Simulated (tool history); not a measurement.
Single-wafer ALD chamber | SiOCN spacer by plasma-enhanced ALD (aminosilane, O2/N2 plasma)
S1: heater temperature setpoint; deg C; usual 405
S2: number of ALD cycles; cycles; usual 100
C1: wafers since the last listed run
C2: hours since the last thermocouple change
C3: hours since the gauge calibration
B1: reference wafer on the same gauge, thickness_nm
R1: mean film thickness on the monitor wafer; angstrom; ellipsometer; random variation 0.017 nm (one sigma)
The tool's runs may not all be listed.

run   hour   S1   S2  C1      C2     C3     B1     R1
  1      0  405  100   0    2605   75.9  6.998   66.7
  2     20  405  100  54    2625   95.9  7.003   66.7
  3   37.4  405  100  47  2642.4  113.3      7  66.93
  4   63.5  405  100  71  2668.5  139.4  7.003  66.73
  5   79.4  405   90  43  2684.4  155.3      7  59.98
  6  103.6  398   90  66  2708.6  179.5  6.999  60.88
  7  136.3  398   90  89  2741.3  212.2  7.002  60.86
  8  152.7  405   94  44  2757.7  228.6      7  62.51
  9  182.1  391  111  80  2787.1    258  7.004  75.04
 10  201.2  395   89  52  2806.2  277.1  7.001  60.18
     219.1  -- thermocouple changed; heater temperature recalibrated
 11  233.6  405   88  66    14.5  309.5  6.998  58.81
     254.9  -- gauge calibrated
 12  266.9  409  108  90    47.8     12  7.001  70.89
 13    289  415  119  60    69.9   34.1  6.999  76.55
 14  322.4  400  108  91   103.3   67.5  6.998  73.13
 15  338.3  418   89  43   119.2   83.4      7  56.67
 16  354.8  405   88  45   135.7   99.9  6.999  58.91
 17  367.3  405   85  34   148.2  112.4  7.003  56.53

Forecast each of these 5 alternatives for the next run:
  A  367.9  405  117   1  148.8  113   ?   ?
  B  367.9  412   95   1  148.8  113   ?   ?
  C  367.9  391   81   1  148.8  113   ?   ?
  D  367.9  395  100   1  148.8  113   ?   ?
  E  367.9  400  119   1  148.8  113   ?   ?

run     B1     R1
  A  6.997  78.01
  B  6.997   61.8
  C  6.997  54.83
  D  6.997  67.69
  E  6.997  80.55
Without the tool's hidden state the same runs would have given:
run     R1
  A  78.01
  B   61.8
  C  54.83
  D  67.69
  E  80.55
